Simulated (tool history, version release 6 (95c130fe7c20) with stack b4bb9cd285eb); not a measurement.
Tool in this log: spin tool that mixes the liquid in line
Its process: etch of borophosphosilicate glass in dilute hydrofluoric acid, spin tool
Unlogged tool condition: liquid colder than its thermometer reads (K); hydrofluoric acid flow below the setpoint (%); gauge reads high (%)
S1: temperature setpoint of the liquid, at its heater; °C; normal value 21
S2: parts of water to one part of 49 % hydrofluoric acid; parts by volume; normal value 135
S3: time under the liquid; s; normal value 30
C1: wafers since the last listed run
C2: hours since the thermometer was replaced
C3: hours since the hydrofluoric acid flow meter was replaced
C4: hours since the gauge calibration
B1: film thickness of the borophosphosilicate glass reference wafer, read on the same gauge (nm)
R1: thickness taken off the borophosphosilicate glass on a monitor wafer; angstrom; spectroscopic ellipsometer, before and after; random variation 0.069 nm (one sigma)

run 1 hour=0 | S1=21 S2=135 S3=45 | C1=0 C2=1641.1 C3=1387.6 C4=287.1 | B1=100.02 | R1=102.5
run 2 hour=13.6 | S1=21 S2=135 S3=45 | C1=215 C2=1654.7 C3=1401.2 C4=300.7 | B1=100.04 | R1=101.3
run 3 hour=93 | S1=21 S2=135 S3=45 | C1=1256 C2=1734.1 C3=1480.6 C4=380.1 | B1=100.05 | R1=100.1
run 4 hour=124.7 | S1=19 S2=135 S3=30 | C1=501 C2=1765.8 C3=1512.3 C4=411.8 | B1=100 | R1=61.4
run 5 hour=153.9 | S1=19 S2=135 S3=30 | C1=462 C2=1795 C3=1541.5 C4=441 | B1=99.97 | R1=61
run 6 hour=183.8 | S1=19 S2=135 S3=30 | C1=473 C2=1824.9 C3=1571.4 C4=470.9 | B1=100 | R1=60.4
run 7 hour=206.4 | S1=21 S2=135 S3=30 | C1=357 C2=1847.5 C3=1594 C4=493.5 | B1=100.02 | R1=66.3
run 8 hour=219.5 | S1=21 S2=135 S3=30 | C1=207 C2=1860.6 C3=1607.1 C4=506.6 | B1=100.05 | R1=67.3
run 9 hour=232.8 | S1=19.5 S2=135 S3=30 | C1=210 C2=1873.9 C3=1620.4 C4=519.9 | B1=100.02 | R1=63
run 10 hour=255 | S1=19.5 S2=135 S3=30 | C1=351 C2=1896.1 C3=1642.6 C4=542.1 | B1=100.01 | R1=62.4
run 11 hour=287.4 | S1=19 S2=135 S3=25 | C1=512 C2=1928.5 C3=1675 C4=574.5 | B1=99.97 | R1=50.3
run 12 hour=300.2 | S1=18.5 S2=170 S3=45 | C1=202 C2=1941.3 C3=1687.8 C4=587.3 | B1=100.02 | R1=68.1
run 13 hour=334.2 | S1=21 S2=135 S3=35 | C1=538 C2=1975.3 C3=1721.8 C4=621.3 | B1=100.01 | R1=76.6
run 14 hour=365.7 | S1=24.5 S2=135 S3=15 | C1=498 C2=2006.8 C3=1753.3 C4=652.8 | B1=100.01 | R1=38.5
run 15 hour=387 | S1=19.5 S2=115 S3=30 | C1=337 C2=2028.1 C3=1774.6 C4=674.1 | B1=100 | R1=74.5
run 16 hour=409.8 | S1=21 S2=135 S3=30 | C1=360 C2=2050.9 C3=1797.4 C4=696.9 | B1=100.02 | R1=65.4
run 17 hour=441.4 | S1=21 S2=135 S3=30 | C1=500 C2=2082.5 C3=1829 C4=728.5 | B1=99.96 | R1=65.7
run 18 hour=470.7 | S1=21 S2=135 S3=35 | C1=463 C2=2111.8 C3=1858.3 C4=757.8 | B1=100.03 | R1=76.6
-- hour=527.6 thermometer replaced
-- hour=531 gauge calibrated
run 19 hour=551.9 | S1=21 S2=135 S3=20 | C1=1269 C2=24.3 C3=1939.5 C4=20.9 | B1=100.03 | R1=43.1
run 20 hour=640.2 | S1=25.5 S2=180 S3=30 | C1=1397 C2=112.6 C3=2027.8 C4=109.2 | B1=99.99 | R1=54.7
-- hour=659.1 hydrofluoric acid flow meter replaced
run 21 hour=708.6 | S1=19 S2=135 S3=30 | C1=1066 C2=181 C3=49.5 C4=177.6 | B1=100.03 | R1=67.6
run 22 hour=736.5 | S1=21 S2=135 S3=30 | C1=441 C2=208.9 C3=77.4 C4=205.5 | B1=100 | R1=73
run 23 hour=752.5 | S1=17 S2=175 S3=30 | C1=253 C2=224.9 C3=93.4 C4=221.5 | B1=100.05 | R1=46.2
run 24 hour=813.8 | S1=24 S2=135 S3=15 | C1=970 C2=286.2 C3=154.7 C4=282.8 | B1=100.02 | R1=41
run 25 hour=838.4 | S1=21 S2=80 S3=30 | C1=389 C2=310.8 C3=179.3 C4=307.4 | B1=99.95 | R1=130.8
run 26 hour=862.7 | S1=17 S2=135 S3=30 | C1=384 C2=335.1 C3=203.6 C4=331.7 | B1=100.01 | R1=61.5
run 27 hour=887.8 | S1=21 S2=135 S3=30 | C1=397 C2=360.2 C3=228.7 C4=356.8 | B1=99.99 | R1=71.8
run 28 hour=905.6 | S1=22.5 S2=195 S3=15 | C1=281 C2=378 C3=246.5 C4=374.6 | B1=100.01 | R1=24.5
run 29 hour=938.5 | S1=21 S2=95 S3=30 | C1=520 C2=410.9 C3=279.4 C4=407.5 | B1=100.03 | R1=108.1
run 30 hour=968 | S1=23.5 S2=135 S3=30 | C1=466 C2=440.4 C3=308.9 C4=437 | B1=100 | R1=79.2
run 31 hour=982.1 | S1=21 S2=135 S3=30 | C1=223 C2=454.5 C3=323 C4=451.1 | B1=99.99 | R1=72.2
run 32 hour=1015.5 | S1=17.5 S2=70 S3=30 | C1=528 C2=487.9 C3=356.4 C4=484.5 | B1=99.97 | R1=130.9

Give the tool's hidden conditions for every run:
liquid colder than its thermometer reads (K): 0 at every run
gauge reads high (%): 0 at every run
H1: hydrofluoric acid flow below the setpoint (%)
run=1 H1=8.06
run=2 H1=8.14
run=3 H1=8.56
run=4 H1=8.73
run=5 H1=8.89
run=6 H1=9.05
run=7 H1=9.17
run=8 H1=9.24
run=9 H1=9.32
run=10 H1=9.44
run=11 H1=9.61
run=12 H1=9.68
run=13 H1=9.86
run=14 H1=10
run=15 H1=10.1
run=16 H1=10.3
run=17 H1=10.4
run=18 H1=10.6
run=19 H1=11
run=20 H1=11.5
run=21 H1=0.656
run=22 H1=0.806
run=23 H1=0.892
run=24 H1=1.22
run=25 H1=1.35
run=26 H1=1.48
run=27 H1=1.62
run=28 H1=1.71
run=29 H1=1.89
run=30 H1=2.05
run=31 H1=2.13
run=32 H1=2.31
